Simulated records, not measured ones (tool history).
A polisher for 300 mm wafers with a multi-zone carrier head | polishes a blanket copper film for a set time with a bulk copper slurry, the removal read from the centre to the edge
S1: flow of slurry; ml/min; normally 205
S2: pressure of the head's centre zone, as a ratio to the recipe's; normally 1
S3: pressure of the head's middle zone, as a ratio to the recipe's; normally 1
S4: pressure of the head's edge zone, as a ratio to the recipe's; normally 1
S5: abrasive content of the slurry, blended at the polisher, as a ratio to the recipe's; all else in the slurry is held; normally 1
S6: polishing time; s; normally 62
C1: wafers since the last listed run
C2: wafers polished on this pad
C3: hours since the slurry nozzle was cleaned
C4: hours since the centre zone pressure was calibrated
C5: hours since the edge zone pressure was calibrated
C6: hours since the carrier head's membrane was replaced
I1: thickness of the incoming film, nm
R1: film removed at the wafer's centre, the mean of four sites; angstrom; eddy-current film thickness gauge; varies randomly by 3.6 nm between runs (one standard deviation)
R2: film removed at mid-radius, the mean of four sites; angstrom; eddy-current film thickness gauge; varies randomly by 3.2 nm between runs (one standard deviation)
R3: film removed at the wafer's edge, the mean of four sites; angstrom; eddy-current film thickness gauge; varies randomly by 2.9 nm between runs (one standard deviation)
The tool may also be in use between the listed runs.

run   hour   S1    S2    S3    S4    S5  S6   C1    C2     C3     C4     C5      C6      I1    R1    R2    R3
  1      0  205     1     1     1  1.25  62    0   819   25.9  706.1   44.3  1656.8  3631.4  3278  3190  3318
  2   16.5  205     1     1     1  1.25  62  184  1004   42.4  722.6   60.8  1673.3  3631.9  3240  3196  3308
  3   32.9  205     1     1     1     1  62  183  1187   58.8    739   77.2  1689.7  3676.4  3089  3050  3095
  4   46.4  205     1     1     1     1  62  150  1337   72.3  752.5   90.7  1703.2  3691.2  3045  2963  3079
  5  116.5  205     1     1     1     1  62  782  2120  142.4  822.6  160.8  1773.3  3761.1  2971  2882  2918
     127.4  -- centre zone pressure recalibrated
     136.6  -- worn pad replaced by a new one
  6  143.8  175     1     1     1     1  62  237    80  169.7   16.4  188.1  1800.6  3721.9  3115  2990  3069
  7  173.4  250     1     1  1.05     1  48  330   410  199.3     46  217.7  1830.2  3608.7  2485  2414  2507
  8  224.7  205  1.11     1     1     1  62  572   983  250.6   97.3    269  1881.5  3708.2  3349  3015  3104
  9  245.3  205     1     1     1     1  62  230  1213  271.2  117.9  289.6  1902.1  3760.9  3089  3004  3050
 10  261.3  205  0.95     1     1     1  62  178  1392  287.2  133.9  305.6  1918.1  3648.2  2911  2958  3008
 11  288.7  205     1     1     1     1  62  305  1698  314.6  161.3    333  1945.5  3699.3  3011  2962  3042
 12  323.9  205     1     1     1     1  62  393  2091  349.8  196.5  368.2  1980.7  3698.2  2936  2925  2909
     345.2  -- worn pad replaced by a new one
 13  348.2  205     1   1.1     1     1  62  226    33  374.1  220.8  392.5    2005  3687.2  3134  3293  3081
     364.1  -- carrier head's membrane replaced by a new one
 14    410  205  1.09     1     1     1  62  634   667  435.9  282.6  454.3    45.9  3731.9  3290  2959  3136
 15  426.6  205     1     1  0.94     1  62  185   852  452.5  299.2  470.9    62.5    3620  3105  3004  2965
 16  443.4  205  0.97     1     1     1  47  187  1040  469.3    316  487.7    79.3  3721.6  2267  2266  2320
 17  459.3  205     1     1     1     1  62  177  1218  485.2  331.9  503.6    95.2  3702.4  3025  2988  3015
 18  480.3  235     1  0.95   1.1     1  62  234  1452  506.2  352.9  524.6   116.2  3681.7  2984  2862  3193
 19    513  205     1     1  0.93     1  68  365  1817  538.9  385.6  557.3   148.9  3707.1  3245  3200  3125
     519.2  -- worn pad replaced by a new one
 20  537.8  205     1  0.88     1     1  62  232   207  563.7  410.4  582.1   173.7  3687.8  3126  2761  3150
 21  620.4  205     1     1     1     1  62  922  1130  646.3    493  664.7   256.3  3683.4  2986  2982  3091

List, for all runs, the conditions of the tool that the log does not record:
slurry flow missing at the pad, %: 0, the same for each run
deviation of the centre zone's pressure from its setpoint, %: 0, the same for each run
deviation of the edge zone's pressure from its setpoint, %: 0, the same for each run
H1: removal rate lost through wear of the pad, %
run     H1
  1   1.24
  2    1.7
  3   2.24
  4   2.76
  5    6.4
  6  0.484
  7  0.698
  8   1.75
  9   2.42
 10   3.03
 11   4.28
 12   6.24
 13   1.36
 14   2.05
 15   2.45
 16   2.94
 17    3.5
 18   4.36
 19   5.99
 20  0.453
 21   2.08
